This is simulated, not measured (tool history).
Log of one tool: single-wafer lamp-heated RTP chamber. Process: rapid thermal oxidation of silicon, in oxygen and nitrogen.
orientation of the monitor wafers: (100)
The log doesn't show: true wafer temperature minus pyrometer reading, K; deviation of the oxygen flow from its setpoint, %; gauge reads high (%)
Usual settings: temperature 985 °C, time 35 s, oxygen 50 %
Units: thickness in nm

run,hour,temperature,time,oxygen,wafers since the last listed run,wafers since the last pyrometer calibration,hours since the oxygen flow controller was replaced,hours since the gauge calibration,"read-back reference wafer on the same gauge, thickness",thickness
1,0.0,985,35,50,0,7018,2239.4,1.9,3.230,2.853
2,8.2,985,35,50,72,7090,2247.6,10.1,3.230,2.855
3,20.8,965,35,42,110,7201,2260.2,22.7,3.230,2.437
4,37.3,965,35,42,144,7346,2276.7,39.2,3.229,2.437
5,52.3,965,35,42,131,7478,2291.7,54.2,3.230,2.440
6,66.6,985,35,50,125,7603,2306.0,68.5,3.231,2.852
7,76.7,985,35,50,88,7692,2316.1,78.6,3.231,2.851
8,103.0,985,35,50,231,7923,2342.4,104.9,3.231,2.856
9,115.9,985,35,50,113,8036,2355.3,117.8,3.230,2.846
# hour 133.4: pyrometer window cleaned and pyrometer calibrated
10,133.9,985,35,50,87,4,2373.3,135.8,3.230,2.766
11,140.0,985,35,50,53,57,2379.4,141.9,3.229,2.775
12,153.8,985,35,50,121,178,2393.2,155.7,3.231,2.778
13,169.2,985,35,50,135,314,2408.6,171.1,3.229,2.779
14,176.8,985,35,50,66,380,2416.2,178.7,3.228,2.776
# hour 193.1: oxygen flow controller replaced
15,194.7,985,35,50,86,467,1.6,196.6,3.230,2.785
16,208.9,985,35,50,124,592,15.8,210.8,3.228,2.785
17,223.7,1005,35,50,130,722,30.6,225.6,3.230,3.163
18,231.3,1005,35,50,66,789,38.2,233.2,3.230,3.161
19,243.5,1005,35,50,107,896,50.4,245.4,3.230,3.168
20,251.2,961,24,62,67,964,58.1,253.1,3.230,2.285
21,258.6,985,35,50,65,1029,65.5,260.5,3.229,2.798
22,269.1,985,50,50,92,1121,76.0,271.0,3.229,3.201
23,277.9,985,24,74,77,1198,84.8,279.8,3.231,2.730
24,287.9,994,35,50,87,1286,94.8,289.8,3.230,2.966
25,304.9,985,35,50,149,1435,111.8,306.8,3.231,2.810
26,319.9,985,35,50,131,1567,126.8,321.8,3.230,2.814
# hour 333.1: gauge calibrated
27,337.3,965,35,42,152,1720,144.2,4.2,3.229,2.412
28,353.0,985,35,50,137,1858,159.9,19.9,3.231,2.818
29,369.8,973,35,23,147,2005,176.7,36.7,3.230,2.223
30,377.8,1013,35,78,70,2076,184.7,44.7,3.228,3.900
31,389.2,1004,21,42,100,2176,196.1,56.1,3.231,2.521
32,402.9,985,35,50,120,2296,209.8,69.8,3.231,2.826
33,413.5,957,35,50,93,2389,220.4,80.4,3.229,2.415
34,420.0,985,35,50,57,2446,226.9,86.9,3.230,2.818
35,432.3,1009,35,50,108,2554,239.2,99.2,3.231,3.280
36,440.5,997,47,24,72,2626,247.4,107.4,3.229,2.761
37,455.3,985,35,50,130,2756,262.2,122.2,3.229,2.829
38,463.7,963,21,50,73,2830,270.6,130.6,3.231,2.151
39,471.5,985,22,50,68,2899,278.4,138.4,3.230,2.422

Some steps in thickness between neighbouring runs. How much of each would the tool show without its hidden state too (settings, what came in, random variation), and how much is left for the hidden state, with any gauge scatter that isn't in both results?
Run 9 -> 10: pyrometer window cleaned and pyrometer calibrated. thickness -0.080 nm: hidden state -0.081, all else +0.001.
Run 19 -> 20: temperature 1005 -> 961, time 35 -> 24, oxygen 50 -> 62. thickness -0.883 nm: hidden state -0.018, all else -0.865.
Run 29 -> 30: temperature 973 -> 1013, oxygen 23 -> 78. thickness +1.677 nm: hidden state +0.060, all else +1.617.
Run 30 -> 31: temperature 1013 -> 1004, time 35 -> 21, oxygen 78 -> 42. thickness -1.379 nm: hidden state -0.043, all else -1.336.

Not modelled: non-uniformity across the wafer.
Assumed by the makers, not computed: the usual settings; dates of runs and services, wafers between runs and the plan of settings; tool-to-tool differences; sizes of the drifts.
